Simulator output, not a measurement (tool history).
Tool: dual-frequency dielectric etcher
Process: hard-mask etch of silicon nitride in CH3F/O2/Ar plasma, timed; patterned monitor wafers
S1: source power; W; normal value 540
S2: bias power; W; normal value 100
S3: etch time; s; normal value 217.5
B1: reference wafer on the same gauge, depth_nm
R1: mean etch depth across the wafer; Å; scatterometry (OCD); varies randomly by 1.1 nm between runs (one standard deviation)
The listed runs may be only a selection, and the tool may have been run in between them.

| run | hour | S1 | S2 | S3 | B1 | R1 |
|---|---|---|---|---|---|---|
| 1 | 0.0 | 540 | 111 | 217.5 | 197.4 | 1984 |
| 2 | 28.5 | 640 | 100 | 217.5 | 197.3 | 2052 |
| 3 | 55.5 | 640 | 100 | 217.5 | 196.8 | 2053 |
| 4 | 73.4 | 640 | 100 | 217.5 | 197.0 | 2056 |
| 5 | 105.8 | 540 | 88 | 217.5 | 196.4 | 1837 |
| 6 | 130.0 | 540 | 88 | 217.5 | 196.9 | 1828 |
| 7 | 214.0 | 540 | 88 | 217.5 | 196.7 | 1839 |
| 8 | 238.8 | 540 | 100 | 217.5 | 197.0 | 1903 |
| 9 | 261.0 | 540 | 100 | 217.5 | 197.4 | 1899 |
| 10 | 283.3 | 540 | 100 | 217.5 | 197.3 | 1907 |
|  | 312.4 | wet clean of the chamber |
| 11 | 312.9 | 540 | 100 | 217.5 | 197.4 | 1902 |
| 12 | 338.2 | 540 | 100 | 217.5 | 197.6 | 1910 |
| 13 | 361.6 | 540 | 87 | 217.5 | 197.4 | 1824 |
|  | 376.6 | gauge calibrated |
| 14 | 380.2 | 540 | 100 | 217.5 | 196.8 | 1916 |
| 15 | 396.0 | 650 | 100 | 217.5 | 196.5 | 2090 |
|  | 417.3 | bias power generator calibrated |
|  | 435.7 | upper electrode replaced |
| 16 | 436.2 | 540 | 100 | 217.5 | 197.4 | 1903 |
| 17 | 450.1 | 440 | 100 | 276.5 | 197.3 | 2221 |
| 18 | 476.3 | 580 | 79 | 279.0 | 196.8 | 2371 |
|  | 482.9 | source power generator calibrated |
| 19 | 489.2 | 540 | 100 | 236.0 | 197.0 | 2079 |
| 20 | 504.1 | 540 | 82 | 217.5 | 197.2 | 1789 |
| 21 | 538.4 | 540 | 100 | 217.5 | 197.3 | 1890 |
| 22 | 568.0 | 610 | 75 | 217.5 | 197.0 | 1837 |
| 23 | 582.8 | 500 | 100 | 217.5 | 196.8 | 1841 |
| 24 | 616.6 | 540 | 100 | 217.5 | 196.7 | 1906 |
| 25 | 638.6 | 490 | 93 | 160.0 | 196.8 | 1314 |

Alternative continuations, all from the tool just after run 25; predict every row:
| A | 639.1 | 540 | 100 | 217.5 | ? | ? |
| B | 639.1 | 450 | 110 | 157.5 | ? | ? |
| C | 639.1 | 450 | 83 | 195.0 | ? | ? |
| D | 639.1 | 540 | 100 | 191.5 | ? | ? |
| E | 639.1 | 660 | 100 | 217.5 | ? | ? |

| run | B1 | R1 |
|---|---|---|
| A | 196.9 | 1913 |
| B | 196.9 | 1317 |
| C | 196.9 | 1482 |
| D | 196.9 | 1684 |
| E | 196.9 | 2090 |
Take away the tool's hidden state, keep each run's random variation, and the runs would have read:
| run | R1 |
|---|---|
| A | 1913 |
| B | 1317 |
| C | 1482 |
| D | 1684 |
| E | 2090 |
